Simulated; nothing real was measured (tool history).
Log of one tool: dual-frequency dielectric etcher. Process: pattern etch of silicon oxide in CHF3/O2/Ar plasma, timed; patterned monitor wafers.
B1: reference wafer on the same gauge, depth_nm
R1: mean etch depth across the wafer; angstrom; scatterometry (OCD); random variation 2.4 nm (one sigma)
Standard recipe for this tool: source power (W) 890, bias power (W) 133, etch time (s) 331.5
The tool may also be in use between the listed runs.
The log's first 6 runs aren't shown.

{"run": 7, "hour": 362.7, "source power (W)": 890, "bias power (W)": 160, "etch time (s)": 331.5, "B1": 669, "R1": 7834}
{"run": 8, "hour": 438.2, "source power (W)": 890, "bias power (W)": 133, "etch time (s)": 331.5, "B1": 668.9, "R1": 7264}
{"run": 9, "hour": 500.5, "source power (W)": 890, "bias power (W)": 133, "etch time (s)": 331.5, "B1": 669.5, "R1": 7275}
{"run": 10, "hour": 536.5, "source power (W)": 890, "bias power (W)": 133, "etch time (s)": 260.5, "B1": 669.1, "R1": 5720}
{"run": 11, "hour": 604.5, "source power (W)": 720, "bias power (W)": 156, "etch time (s)": 272, "B1": 668.8, "R1": 5915}
{"run": 12, "hour": 679.4, "source power (W)": 890, "bias power (W)": 110, "etch time (s)": 298.5, "B1": 669.3, "R1": 6066}
{"run": 13, "hour": 736.8, "source power (W)": 1090, "bias power (W)": 116, "etch time (s)": 233.5, "B1": 669.1, "R1": 5268}
{"hour": 810.9, "done": "wet clean of the chamber"}
{"run": 14, "hour": 837.5, "source power (W)": 990, "bias power (W)": 151, "etch time (s)": 331.5, "B1": 668.7, "R1": 7983}
{"run": 15, "hour": 922.2, "source power (W)": 890, "bias power (W)": 121, "etch time (s)": 404.5, "B1": 668.6, "R1": 8563}
{"run": 16, "hour": 1003.2, "source power (W)": 800, "bias power (W)": 124, "etch time (s)": 386.5, "B1": 669.3, "R1": 7942}
{"run": 17, "hour": 1045.1, "source power (W)": 750, "bias power (W)": 133, "etch time (s)": 331.5, "B1": 669.8, "R1": 6829}
{"run": 18, "hour": 1135.6, "source power (W)": 890, "bias power (W)": 152, "etch time (s)": 331.5, "B1": 668.6, "R1": 7744}
{"hour": 1230.6, "done": "upper electrode replaced"}
{"run": 19, "hour": 1234.2, "source power (W)": 890, "bias power (W)": 133, "etch time (s)": 331.5, "B1": 669.4, "R1": 7297}
{"hour": 1270.4, "done": "source power generator calibrated"}
{"run": 20, "hour": 1283.4, "source power (W)": 890, "bias power (W)": 133, "etch time (s)": 430.5, "B1": 668.4, "R1": 9475}
{"run": 21, "hour": 1369.3, "source power (W)": 800, "bias power (W)": 152, "etch time (s)": 331.5, "B1": 668.9, "R1": 7419}
{"run": 22, "hour": 1472.6, "source power (W)": 830, "bias power (W)": 114, "etch time (s)": 385, "B1": 668.8, "R1": 7746}
{"run": 23, "hour": 1525.3, "source power (W)": 890, "bias power (W)": 133, "etch time (s)": 377.5, "B1": 669, "R1": 8325}
{"hour": 1611.6, "done": "bias power generator calibrated"}
{"hour": 1618.4, "done": "wet clean of the chamber"}
{"run": 24, "hour": 1627.0, "source power (W)": 890, "bias power (W)": 148, "etch time (s)": 413, "B1": 669.2, "R1": 9487}
{"run": 25, "hour": 1719.9, "source power (W)": 890, "bias power (W)": 133, "etch time (s)": 428.5, "B1": 668.9, "R1": 9457}

Run 26 has not been measured yet. What should we expect?
{"run": 26, "hour": 1813.6, "source power (W)": 830, "bias power (W)": 104, "etch time (s)": 331.5, "B1": "?", "R1": "?"}

B1: 669.4
R1: 6406 angstrom
Without the tool's hidden state the same run would have given R1 6406 angstrom.
